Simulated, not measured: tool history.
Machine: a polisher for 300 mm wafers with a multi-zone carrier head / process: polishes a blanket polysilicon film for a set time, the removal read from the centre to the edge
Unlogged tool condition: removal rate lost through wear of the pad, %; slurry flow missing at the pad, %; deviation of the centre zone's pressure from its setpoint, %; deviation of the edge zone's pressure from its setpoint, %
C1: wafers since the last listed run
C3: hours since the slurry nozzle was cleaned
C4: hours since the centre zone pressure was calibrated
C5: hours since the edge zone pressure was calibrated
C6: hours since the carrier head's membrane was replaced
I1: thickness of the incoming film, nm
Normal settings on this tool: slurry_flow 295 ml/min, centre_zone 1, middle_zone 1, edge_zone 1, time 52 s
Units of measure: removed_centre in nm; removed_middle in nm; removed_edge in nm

run 1 hour=0 | slurry_flow=295 centre_zone=1.03 middle_zone=0.91 edge_zone=1 time=52 | C1=0 wafers_polished_on_this_pad=1333 C3=33.7 C4=376.3 C5=320.6 C6=639.6 | I1=1172.3 | removed_centre=378.3 removed_middle=351 removed_edge=363.9
run 2 hour=97 | slurry_flow=295 centre_zone=1.03 middle_zone=0.91 edge_zone=1 time=52 | C1=1069 wafers_polished_on_this_pad=2402 C3=130.7 C4=473.3 C5=417.6 C6=736.6 | I1=1182.5 | removed_centre=372.5 removed_middle=342.5 removed_edge=362.4
run 3 hour=149.8 | slurry_flow=295 centre_zone=1.03 middle_zone=0.91 edge_zone=1 time=52 | C1=582 wafers_polished_on_this_pad=2984 C3=183.5 C4=526.1 C5=470.4 C6=789.4 | I1=1187.4 | removed_centre=371.8 removed_middle=329.8 removed_edge=358.3
-- hour=244.3 worn pad replaced by a new one
run 4 hour=253.3 | slurry_flow=295 centre_zone=1 middle_zone=1 edge_zone=1 time=52 | C1=1096 wafers_polished_on_this_pad=99 C3=287 C4=629.6 C5=573.9 C6=892.9 | I1=1184.3 | removed_centre=381.6 removed_middle=383.3 removed_edge=385.9
-- hour=303.3 slurry nozzle cleaned
run 5 hour=332.3 | slurry_flow=295 centre_zone=1 middle_zone=1 edge_zone=1 time=52 | C1=859 wafers_polished_on_this_pad=959 C3=29 C4=708.6 C5=652.9 C6=971.9 | I1=1197.9 | removed_centre=383 removed_middle=375.5 removed_edge=371.6
run 6 hour=380.2 | slurry_flow=295 centre_zone=1 middle_zone=1 edge_zone=1 time=52 | C1=528 wafers_polished_on_this_pad=1487 C3=76.9 C4=756.5 C5=700.8 C6=1019.8 | I1=1213.4 | removed_centre=373.5 removed_middle=372.9 removed_edge=371.5
run 7 hour=441.7 | slurry_flow=295 centre_zone=1 middle_zone=1 edge_zone=1 time=52 | C1=677 wafers_polished_on_this_pad=2165 C3=138.4 C4=818 C5=762.3 C6=1081.3 | I1=1190 | removed_centre=373.4 removed_middle=364.4 removed_edge=362.8
run 8 hour=482.5 | slurry_flow=295 centre_zone=1 middle_zone=1 edge_zone=1 time=52 | C1=449 wafers_polished_on_this_pad=2615 C3=179.2 C4=858.8 C5=803.1 C6=1122.1 | I1=1167.8 | removed_centre=367.1 removed_middle=367.1 removed_edge=369.4
run 9 hour=554.2 | slurry_flow=295 centre_zone=1.09 middle_zone=1 edge_zone=1 time=52 | C1=790 wafers_polished_on_this_pad=3405 C3=250.9 C4=930.5 C5=874.8 C6=1193.8 | I1=1203.4 | removed_centre=386.1 removed_middle=371 removed_edge=357.7
-- hour=594.3 carrier head's membrane replaced by a new one
-- hour=594.8 worn pad replaced by a new one
run 10 hour=646.1 | slurry_flow=295 centre_zone=1.09 middle_zone=1 edge_zone=1 time=52 | C1=952 wafers_polished_on_this_pad=565 C3=342.8 C4=1022.4 C5=966.7 C6=51.8 | I1=1197.5 | removed_centre=401.8 removed_middle=383.3 removed_edge=374.6
-- hour=682.8 slurry nozzle cleaned
run 11 hour=719.4 | slurry_flow=295 centre_zone=1 middle_zone=1 edge_zone=1 time=52 | C1=797 wafers_polished_on_this_pad=1362 C3=36.6 C4=1095.7 C5=1040 C6=125.1 | I1=1186.3 | removed_centre=376.4 removed_middle=371.5 removed_edge=371.1
-- hour=761.5 edge zone pressure recalibrated
run 12 hour=793.8 | slurry_flow=295 centre_zone=1 middle_zone=1 edge_zone=1 time=68 | C1=798 wafers_polished_on_this_pad=2161 C3=111 C4=1170.1 C5=32.3 C6=199.5 | I1=1177.8 | removed_centre=484 removed_middle=474.2 removed_edge=473.2
run 13 hour=895.8 | slurry_flow=295 centre_zone=1.07 middle_zone=0.97 edge_zone=1 time=52 | C1=1124 wafers_polished_on_this_pad=3285 C3=213 C4=1272.1 C5=134.3 C6=301.5 | I1=1197.7 | removed_centre=378.6 removed_middle=348.5 removed_edge=363.6
-- hour=905 worn pad replaced by a new one
run 14 hour=972.9 | slurry_flow=295 centre_zone=1 middle_zone=1.05 edge_zone=1 time=52 | C1=805 wafers_polished_on_this_pad=748 C3=290.1 C4=1349.2 C5=211.4 C6=378.6 | I1=1193.7 | removed_centre=386.7 removed_middle=383.3 removed_edge=378.7
run 15 hour=1022.2 | slurry_flow=355 centre_zone=0.95 middle_zone=1 edge_zone=1 time=52 | C1=543 wafers_polished_on_this_pad=1291 C3=339.4 C4=1398.5 C5=260.7 C6=427.9 | I1=1178.8 | removed_centre=366.9 removed_middle=376.5 removed_edge=383.2
-- hour=1032.7 slurry nozzle cleaned
-- hour=1102.5 centre zone pressure recalibrated
run 16 hour=1127.8 | slurry_flow=400 centre_zone=1 middle_zone=0.95 edge_zone=1 time=52 | C1=1131 wafers_polished_on_this_pad=2422 C3=95.1 C4=25.3 C5=366.3 C6=533.5 | I1=1193.7 | removed_centre=377 removed_middle=369.8 removed_edge=371
-- hour=1283.3 worn pad replaced by a new one
run 17 hour=1303.5 | slurry_flow=295 centre_zone=1.03 middle_zone=1 edge_zone=1.07 time=52 | C1=1892 wafers_polished_on_this_pad=222 C3=270.8 C4=201 C5=542 C6=709.2 | I1=1195.1 | removed_centre=391 removed_middle=376.8 removed_edge=388.9
run 18 hour=1356.2 | slurry_flow=265 centre_zone=1.09 middle_zone=1 edge_zone=1.11 time=52 | C1=580 wafers_polished_on_this_pad=803 C3=323.5 C4=253.7 C5=594.7 C6=761.9 | I1=1182.5 | removed_centre=396.1 removed_middle=365.1 removed_edge=394.8
-- hour=1420.2 slurry nozzle cleaned
run 19 hour=1445.8 | slurry_flow=295 centre_zone=1 middle_zone=1 edge_zone=1 time=52 | C1=976 wafers_polished_on_this_pad=1779 C3=25.6 C4=343.3 C5=684.3 C6=851.5 | I1=1180.6 | removed_centre=371.1 removed_middle=369.2 removed_edge=366
run 20 hour=1509.8 | slurry_flow=245 centre_zone=0.95 middle_zone=1 edge_zone=0.92 time=52 | C1=705 wafers_polished_on_this_pad=2485 C3=89.6 C4=407.3 C5=748.3 C6=915.5 | I1=1206.1 | removed_centre=351.2 removed_middle=371.9 removed_edge=346.3
run 21 hour=1583.9 | slurry_flow=295 centre_zone=1.06 middle_zone=0.93 edge_zone=1 time=52 | C1=816 wafers_polished_on_this_pad=3302 C3=163.7 C4=481.4 C5=822.4 C6=989.6 | I1=1183.5 | removed_centre=377.2 removed_middle=338.6 removed_edge=354.1
-- hour=1678.2 worn pad replaced by a new one
run 22 hour=1690.6 | slurry_flow=295 centre_zone=1 middle_zone=1 edge_zone=1.12 time=52 | C1=1132 wafers_polished_on_this_pad=137 C3=270.4 C4=588.1 C5=929.1 C6=1096.3 | I1=1188.9 | removed_centre=387.4 removed_middle=389 removed_edge=400.7

Each row is a separate what-if for the run after 22, all from the same tool condition, not one after another. Results?
run A hour=1691 | slurry_flow=295 centre_zone=1 middle_zone=1 edge_zone=1.03 time=52 | C1=4 wafers_polished_on_this_pad=141 C3=270.8 C4=588.5 C5=929.5 C6=1096.7 | I1=1202.4 | removed_centre=? removed_middle=? removed_edge=?
run B hour=1691 | slurry_flow=295 centre_zone=1.08 middle_zone=1 edge_zone=1 time=52 | C1=4 wafers_polished_on_this_pad=141 C3=270.8 C4=588.5 C5=929.5 C6=1096.7 | I1=1202.4 | removed_centre=? removed_middle=? removed_edge=?
run C hour=1691 | slurry_flow=295 centre_zone=0.96 middle_zone=1 edge_zone=1 time=52 | C1=4 wafers_polished_on_this_pad=141 C3=270.8 C4=588.5 C5=929.5 C6=1096.7 | I1=1202.4 | removed_centre=? removed_middle=? removed_edge=?
run D hour=1691 | slurry_flow=295 centre_zone=1.1 middle_zone=1.12 edge_zone=1 time=52 | C1=4 wafers_polished_on_this_pad=141 C3=270.8 C4=588.5 C5=929.5 C6=1096.7 | I1=1202.4 | removed_centre=? removed_middle=? removed_edge=?

run=A removed_centre=388.9 removed_middle=392 removed_edge=388.4
run=B removed_centre=408.1 removed_middle=392 removed_edge=382.9
run=C removed_centre=379.3 removed_middle=392.1 removed_edge=382.9
run=D removed_centre=413.3 removed_middle=431.6 removed_edge=382.2
Without the tool's unlogged condition, the same runs would have read:
run=A removed_centre=391.9 removed_middle=395.1 removed_edge=391.4
run=B removed_centre=411.3 removed_middle=395 removed_edge=385.8
run=C removed_centre=382.2 removed_middle=395.1 removed_edge=385.8
run=D removed_centre=416.5 removed_middle=435 removed_edge=385.2
